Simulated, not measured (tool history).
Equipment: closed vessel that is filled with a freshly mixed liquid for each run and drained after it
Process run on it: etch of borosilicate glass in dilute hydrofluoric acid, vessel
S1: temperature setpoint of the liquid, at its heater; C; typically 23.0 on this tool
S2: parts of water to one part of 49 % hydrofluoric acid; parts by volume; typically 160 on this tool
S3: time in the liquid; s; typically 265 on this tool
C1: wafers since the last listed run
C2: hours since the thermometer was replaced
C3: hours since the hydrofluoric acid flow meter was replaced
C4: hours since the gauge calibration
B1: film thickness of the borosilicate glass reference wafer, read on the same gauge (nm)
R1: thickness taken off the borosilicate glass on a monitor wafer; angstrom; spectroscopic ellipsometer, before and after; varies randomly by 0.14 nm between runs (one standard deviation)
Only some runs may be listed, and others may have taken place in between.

Run 1, hour 0.0: usual settings but S1 25.5 C; C1 0; C2 656.5; C3 1974.1; C4 312.3; B1 121.35. Result: R1 431.3 angstrom.
Run 2, hour 34.7: usual settings but S1 25.5 C; C1 2775; C2 691.2; C3 2008.8; C4 347.0; B1 121.48. Result: R1 431.7 angstrom.
Run 3, hour 59.3: usual settings but S1 25.5 C; C1 1967; C2 715.8; C3 2033.4; C4 371.6; B1 121.56. Result: R1 430.3 angstrom.
Run 4, hour 81.8: usual settings; C1 1799; C2 738.3; C3 2055.9; C4 394.1; B1 121.65. Result: R1 390.9 angstrom.
Run 5, hour 99.9: usual settings; C1 1447; C2 756.4; C3 2074.0; C4 412.2; B1 121.70. Result: R1 395.7 angstrom.
Run 6, hour 115.5: usual settings; C1 1247; C2 772.0; C3 2089.6; C4 427.8; B1 121.79. Result: R1 393.3 angstrom.
Run 7, hour 130.3: usual settings; C1 1183; C2 786.8; C3 2104.4; C4 442.6; B1 121.85. Result: R1 394.0 angstrom.
At hour 142.6: gauge calibrated.
At hour 150.0: thermometer replaced.
Run 8, hour 162.0: usual settings; C1 2455; C2 12.0; C3 2136.1; C4 19.4; B1 120.16. Result: R1 386.1 angstrom.
Run 9, hour 179.3: usual settings; C1 1383; C2 29.3; C3 2153.4; C4 36.7; B1 120.21. Result: R1 391.1 angstrom.
Run 10, hour 208.1: usual settings; C1 2303; C2 58.1; C3 2182.2; C4 65.5; B1 120.32. Result: R1 386.9 angstrom.
Run 11, hour 232.6: usual settings but S1 18.5 C, S2 120 parts by volume, S3 365 s; C1 1959; C2 82.6; C3 2206.7; C4 90.0; B1 120.40. Result: R1 625.0 angstrom.
Run 12, hour 257.5: usual settings but S1 19.5 C, S2 130 parts by volume, S3 145 s; C1 1991; C2 107.5; C3 2231.6; C4 114.9; B1 120.51. Result: R1 236.2 angstrom.
Run 13, hour 283.4: usual settings but S1 27.0 C, S2 115 parts by volume, S3 160 s; C1 2071; C2 133.4; C3 2257.5; C4 140.8; B1 120.60. Result: R1 401.7 angstrom.
Run 14, hour 298.2: usual settings but S1 19.5 C, S2 195 parts by volume, S3 210 s; C1 1183; C2 148.2; C3 2272.3; C4 155.6; B1 120.65. Result: R1 214.6 angstrom.
Run 15, hour 318.3: usual settings but S2 125 parts by volume, S3 135 s; C1 1607; C2 168.3; C3 2292.4; C4 175.7; B1 120.72. Result: R1 263.8 angstrom.
At hour 320.7: hydrofluoric acid flow meter replaced.
Run 16, hour 349.0: usual settings; C1 2375; C2 199.0; C3 28.3; C4 206.4; B1 120.86. Result: R1 392.4 angstrom.
Run 17, hour 364.1: usual settings but S1 18.0 C; C1 1207; C2 214.1; C3 43.4; C4 221.5; B1 120.90. Result: R1 322.1 angstrom.
Run 18, hour 399.8: usual settings; C1 2855; C2 249.8; C3 79.1; C4 257.2; B1 121.02. Result: R1 391.5 angstrom.
Run 19, hour 418.3: usual settings but S1 19.0 C, S2 235 parts by volume, S3 390 s; C1 1479; C2 268.3; C3 97.6; C4 275.7; B1 121.08. Result: R1 312.3 angstrom.
Run 20, hour 449.3: usual settings but S1 24.5 C, S2 135 parts by volume, S3 310 s; C1 2479; C2 299.3; C3 128.6; C4 306.7; B1 121.20. Result: R1 590.4 angstrom.
Run 21, hour 473.6: usual settings but S2 140 parts by volume; C1 1943; C2 323.6; C3 152.9; C4 331.0; B1 121.28. Result: R1 457.9 angstrom.

Consider 3 possible next runs. They are alternatives, not a sequence: every one starts from the tool as it was left by run 21. What does each give?
Run A, hour 474.3: usual settings; C1 55; C2 324.3; C3 153.6; C4 331.7; B1 ?. Result: R1 ?.
Run B, hour 474.3: usual settings but S1 20.0 C, S3 315 s; C1 55; C2 324.3; C3 153.6; C4 331.7; B1 ?. Result: R1 ?.
Run C, hour 474.3: usual settings but S2 225 parts by volume; C1 55; C2 324.3; C3 153.6; C4 331.7; B1 ?. Result: R1 ?.

run      B1     R1
  A  121.27  388.6
  B  121.27  411.0
  C  121.27  257.9
With no hidden state in the tool, these same runs would have given:
run     R1
  A  384.5
  B  406.6
  C  255.2
